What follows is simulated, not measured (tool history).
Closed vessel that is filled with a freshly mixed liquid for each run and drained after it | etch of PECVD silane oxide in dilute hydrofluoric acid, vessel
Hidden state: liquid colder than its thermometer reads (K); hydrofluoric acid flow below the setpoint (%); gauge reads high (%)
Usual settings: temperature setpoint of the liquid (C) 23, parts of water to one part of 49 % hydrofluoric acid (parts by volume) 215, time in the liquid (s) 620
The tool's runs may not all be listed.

| run | day | temperature setpoint of the liquid (C) | parts of water to one part of 49 % hydrofluoric acid (parts by volume) | time in the liquid (s) | wafers since the last listed run | hours since the thermometer was replaced | hours since the hydrofluoric acid flow meter was replaced | hours since the gauge calibration | read-back film thickness of the PECVD silane oxide reference wafer, read on the same gauge (nm) | thickness taken off the PECVD silane oxide on a monitor wafer (angstrom) |
|---|---|---|---|---|---|---|---|---|---|---|
| 1 | 0 | 23 | 215 | 620 | 0 | 1036.2 | 1087.8 | 951.7 | 135.49 | 470.6 |
| 2 | 1.229 | 23 | 215 | 620 | 1260 | 1065.7 | 1117.3 | 981.2 | 135.32 | 474 |
| 3 | 2.175 | 23 | 215 | 620 | 969 | 1088.4 | 1140 | 1003.9 | 135.15 | 467.5 |
| 4 | 3.608 | 23 | 215 | 350 | 1469 | 1122.8 | 1174.4 | 1038.3 | 134.96 | 266.3 |
| 5 | 4.746 | 20 | 215 | 445 | 1166 | 1150.1 | 1201.7 | 1065.6 | 134.83 | 305.6 |
| 6 | 5.979 | 20 | 215 | 445 | 1264 | 1179.7 | 1231.3 | 1095.2 | 134.67 | 298.4 |
| 7 | 6.979 | 20 | 215 | 445 | 1025 | 1203.7 | 1255.3 | 1119.2 | 134.56 | 302.5 |
| 8 | 7.908 | 23 | 215 | 620 | 952 | 1226 | 1277.6 | 1141.5 | 134.32 | 460 |
| 9 | 9.183 | 23 | 215 | 545 | 1307 | 1256.6 | 1308.2 | 1172.1 | 134.18 | 410.6 |
| 10 | 9.758 | 24.5 | 215 | 620 | 589 | 1270.4 | 1322 | 1185.9 | 134.17 | 494 |
| 11 | 11.188 | 23 | 215 | 410 | 1465 | 1304.7 | 1356.3 | 1220.2 | 133.94 | 301.1 |
| 12 | 12.354 | 20.5 | 250 | 875 | 1196 | 1332.7 | 1384.3 | 1248.2 | 133.8 | 501.9 |
| 13 | 13.133 | 19 | 275 | 340 | 798 | 1351.4 | 1403 | 1266.9 | 133.65 | 163.3 |
| 14 | 14 | 23 | 215 | 620 | 888 | 1372.2 | 1423.8 | 1287.7 | 133.59 | 459.4 |
| 15 | 15.417 | 27.5 | 125 | 620 | 1452 | 1406.2 | 1457.8 | 1321.7 | 133.37 | 1074.1 |
| 16 | 16.262 | 23 | 215 | 460 | 867 | 1426.5 | 1478.1 | 1342 | 133.28 | 341.2 |
| 17 | 16.771 | 19 | 275 | 340 | 521 | 1438.7 | 1490.3 | 1354.2 | 133.22 | 162.4 |
| 18 | 18.021 | 23 | 215 | 620 | 1281 | 1468.7 | 1520.3 | 1384.2 | 133.01 | 464 |
| 19 | 19.117 | 23 | 215 | 850 | 1123 | 1495 | 1546.6 | 1410.5 | 132.91 | 635.7 |
| 20 | 19.733 | 20.5 | 115 | 470 | 632 | 1509.8 | 1561.4 | 1425.3 | 132.78 | 657.5 |
| 21 | 20.5 | 23 | 215 | 620 | 786 | 1528.2 | 1579.8 | 1443.7 | 132.7 | 460.5 |
|  | 21.262 | gauge calibrated |
| 22 | 21.988 | 23 | 215 | 620 | 1525 | 1563.9 | 1615.5 | 17.4 | 140.1 | 492.5 |
|  | 22.946 | thermometer replaced |
| 23 | 23.35 | 18 | 305 | 750 | 1354 | 9.7 | 1648.2 | 50.1 | 139.96 | 319.8 |
| 24 | 24.492 | 23 | 215 | 620 | 1170 | 37.1 | 1675.6 | 77.5 | 139.79 | 482.8 |
| 25 | 25.883 | 26 | 150 | 830 | 1426 | 70.5 | 1709 | 110.9 | 139.59 | 1121 |
|  | 26.192 | hydrofluoric acid flow meter replaced |
| 26 | 27.329 | 23 | 130 | 620 | 1439 | 105.2 | 27.3 | 145.6 | 139.43 | 886.6 |
| 27 | 27.875 | 23 | 160 | 620 | 559 | 118.3 | 40.4 | 158.7 | 139.35 | 695 |
| 28 | 31.671 | 23 | 145 | 620 | 3891 | 209.4 | 131.5 | 249.8 | 138.83 | 763.8 |
| 29 | 35.442 | 25 | 120 | 620 | 3866 | 299.9 | 222 | 340.3 | 138.33 | 1032 |
| 30 | 36.138 | 23 | 215 | 620 | 713 | 316.6 | 238.7 | 357 | 138.24 | 482.8 |
| 31 | 37.596 | 21 | 160 | 620 | 1495 | 351.6 | 273.7 | 392 | 138.06 | 637 |
| 32 | 38.95 | 23 | 215 | 620 | 1388 | 384.1 | 306.2 | 424.5 | 137.86 | 478 |

5 ways to go on from here, each from the tool as it stands after run 32. What would each give?
| A | 38.983 | 23 | 215 | 620 | 34 | 384.9 | 307 | 425.3 | ? | ? |
| B | 38.983 | 26 | 130 | 505 | 34 | 384.9 | 307 | 425.3 | ? | ? |
| C | 38.983 | 26 | 135 | 350 | 34 | 384.9 | 307 | 425.3 | ? | ? |
| D | 38.983 | 21.5 | 140 | 770 | 34 | 384.9 | 307 | 425.3 | ? | ? |
| E | 38.983 | 18.5 | 215 | 465 | 34 | 384.9 | 307 | 425.3 | ? | ? |

| run | read-back film thickness of the PECVD silane oxide reference wafer, read on the same gauge (nm) | thickness taken off the PECVD silane oxide on a monitor wafer (angstrom) |
|---|---|---|
| A | 137.85 | 469.4 |
| B | 137.85 | 778.7 |
| C | 137.85 | 516.5 |
| D | 137.85 | 915.5 |
| E | 137.85 | 296.8 |
Without the tool's hidden state the same runs would have given:
| run | thickness taken off the PECVD silane oxide on a monitor wafer (angstrom) |
|---|---|
| A | 476.7 |
| B | 790.8 |
| C | 524.6 |
| D | 929.7 |
| E | 301.4 |
